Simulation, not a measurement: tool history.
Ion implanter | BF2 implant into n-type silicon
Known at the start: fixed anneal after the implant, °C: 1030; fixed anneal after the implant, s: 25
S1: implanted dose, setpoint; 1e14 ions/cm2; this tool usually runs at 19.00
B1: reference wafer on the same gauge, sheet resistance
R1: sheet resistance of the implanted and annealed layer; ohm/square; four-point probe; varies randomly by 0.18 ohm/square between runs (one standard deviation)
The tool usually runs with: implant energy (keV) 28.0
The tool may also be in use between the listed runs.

Run 1, hour 0.0: usual settings but implant energy (keV) 24.0; B1 121.99. Result: R1 129.97 ohm/square.
Run 2, hour 59.0: usual settings but implant energy (keV) 24.0; B1 121.83. Result: R1 129.96 ohm/square.
Run 3, hour 116.1: usual settings but implant energy (keV) 24.0; B1 121.72. Result: R1 129.54 ohm/square.
Run 4, hour 176.4: usual settings but S1 21.56 1e14 ions/cm2; B1 121.48. Result: R1 120.75 ohm/square.
Run 5, hour 208.7: usual settings; B1 121.40. Result: R1 122.53 ohm/square.
At hour 231.6: gauge calibrated.
Run 6, hour 266.1: usual settings; B1 122.03. Result: R1 123.01 ohm/square.
At hour 278.1: extraction supply calibrated.
Run 7, hour 316.9: usual settings; B1 122.01. Result: R1 123.11 ohm/square.
Run 8, hour 361.2: usual settings; B1 122.03. Result: R1 123.23 ohm/square.
Run 9, hour 410.5: usual settings; B1 121.92. Result: R1 122.59 ohm/square.
At hour 429.3: Faraday cup replaced and dose calibrated.
Run 10, hour 448.2: usual settings; B1 121.83. Result: R1 123.05 ohm/square.
Run 11, hour 484.4: usual settings but S1 20.65 1e14 ions/cm2, implant energy (keV) 32.5; B1 121.73. Result: R1 114.33 ohm/square.
Run 12, hour 511.4: usual settings but S1 17.07 1e14 ions/cm2; B1 121.75. Result: R1 125.10 ohm/square.
Run 13, hour 546.5: usual settings but S1 14.42 1e14 ions/cm2, implant energy (keV) 30.5; B1 121.62. Result: R1 126.94 ohm/square.
Run 14, hour 575.6: usual settings but S1 23.57 1e14 ions/cm2; B1 121.52. Result: R1 119.72 ohm/square.
Run 15, hour 640.9: usual settings but implant energy (keV) 31.5; B1 121.32. Result: R1 116.77 ohm/square.
Run 16, hour 677.2: usual settings but S1 24.12 1e14 ions/cm2; B1 121.13. Result: R1 118.62 ohm/square.
Run 17, hour 702.7: usual settings but S1 15.65 1e14 ions/cm2, implant energy (keV) 25.0; B1 121.08. Result: R1 132.24 ohm/square.

Predict each of these 3 candidate next runs independently; none follows another, all start after run 17:
Run A, hour 703.1: usual settings; B1 ?. Result: R1 ?.
Run B, hour 703.1: usual settings but S1 15.31 1e14 ions/cm2, implant energy (keV) 37.5; B1 ?. Result: R1 ?.
Run C, hour 703.1: usual settings but S1 14.28 1e14 ions/cm2, implant energy (keV) 34.0; B1 ?. Result: R1 ?.

run      B1      R1
  A  121.07  121.55
  B  121.07  114.90
  C  121.07  121.64
The same runs, with their run-to-run variation unchanged, on a tool lacking any hidden condition would have given:
run      R1
  A  122.51
  B  115.81
  C  122.61
